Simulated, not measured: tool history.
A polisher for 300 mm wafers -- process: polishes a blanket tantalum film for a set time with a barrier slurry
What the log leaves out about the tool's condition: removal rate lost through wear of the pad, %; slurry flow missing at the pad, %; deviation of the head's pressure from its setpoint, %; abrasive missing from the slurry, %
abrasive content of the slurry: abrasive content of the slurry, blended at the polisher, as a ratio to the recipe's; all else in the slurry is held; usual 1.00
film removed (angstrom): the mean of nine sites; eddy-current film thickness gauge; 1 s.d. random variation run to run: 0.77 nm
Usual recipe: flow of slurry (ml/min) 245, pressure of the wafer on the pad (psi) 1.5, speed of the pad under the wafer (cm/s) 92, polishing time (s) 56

run,hour,flow of slurry (ml/min),pressure of the wafer on the pad (psi),speed of the pad under the wafer (cm/s),abrasive content of the slurry,polishing time (s),wafers since the last listed run,wafers polished on this pad,hours since the slurry nozzle was cleaned,hours since the head pressure was calibrated,hours since the slurry blender was calibrated,"incoming thickness of the incoming film, nm",film removed (angstrom)
1,0.0,245,1.2,112,1.00,56,0,257,512.9,232.8,32.6,216.1,545
2,24.8,245,1.2,112,1.00,56,248,505,537.7,257.6,57.4,222.9,533
3,83.1,245,1.2,112,1.00,56,583,1089,596.0,315.9,115.7,220.4,542
4,121.6,245,1.5,92,1.00,56,385,1474,634.5,354.4,154.2,218.7,564
# hour 130.5: worn pad replaced by a new one
5,187.5,245,1.5,92,1.00,56,619,571,700.4,420.3,220.1,223.9,566
6,234.6,245,1.5,74,1.00,56,471,1042,747.5,467.4,267.2,219.4,441
7,258.8,245,1.5,92,1.00,56,242,1285,771.7,491.6,291.4,218.4,559
# hour 283.7: head pressure recalibrated
# hour 301.6: worn pad replaced by a new one
8,311.1,245,1.5,92,1.00,56,463,95,824.0,27.4,343.7,218.6,561
9,345.6,245,1.5,92,1.00,56,345,440,858.5,61.9,378.2,220.1,559
# hour 360.0: slurry blender recalibrated
10,390.3,245,1.9,92,1.00,56,427,868,903.2,106.6,30.3,219.7,700
# hour 430.1: worn pad replaced by a new one
# hour 430.6: slurry nozzle cleaned
11,447.0,245,1.5,70,1.00,56,523,164,16.4,163.3,87.0,219.8,439
12,476.6,245,1.5,82,1.00,56,296,460,46.0,192.9,116.6,218.8,506
13,504.5,215,1.5,92,1.20,56,279,740,73.9,220.8,144.5,220.8,584
14,551.2,245,1.5,92,1.00,56,467,1207,120.6,267.5,191.2,219.7,562
15,584.2,245,1.1,92,1.00,56,330,1538,153.6,300.5,224.2,217.9,408
# hour 597.9: worn pad replaced by a new one
16,647.0,320,1.5,92,0.70,41,588,491,216.4,363.3,287.0,216.9,367
17,698.3,245,1.5,66,1.15,56,513,1005,267.7,414.6,338.3,218.9,423
# hour 733.1: worn pad replaced by a new one
18,744.8,205,1.5,120,0.85,56,425,117,314.2,461.1,384.8,218.0,653

Branching from run 18: 5 alternative next runs. What would each branch give?
A,745.2,245,1.5,92,1.00,71,4,121,314.6,461.5,385.2,221.4,?
B,745.2,305,1.5,84,1.00,56,4,121,314.6,461.5,385.2,221.4,?
C,745.2,245,1.5,66,1.00,56,4,121,314.6,461.5,385.2,221.4,?
D,745.2,245,1.9,92,0.85,56,4,121,314.6,461.5,385.2,221.4,?
E,745.2,245,1.4,92,0.80,56,4,121,314.6,461.5,385.2,221.4,?

run,film removed (angstrom)
A,696
B,513
C,394
D,655
E,470
Had the tool no hidden state, the same runs would have come out as:
run,film removed (angstrom)
A,696
B,513
C,394
D,655
E,470
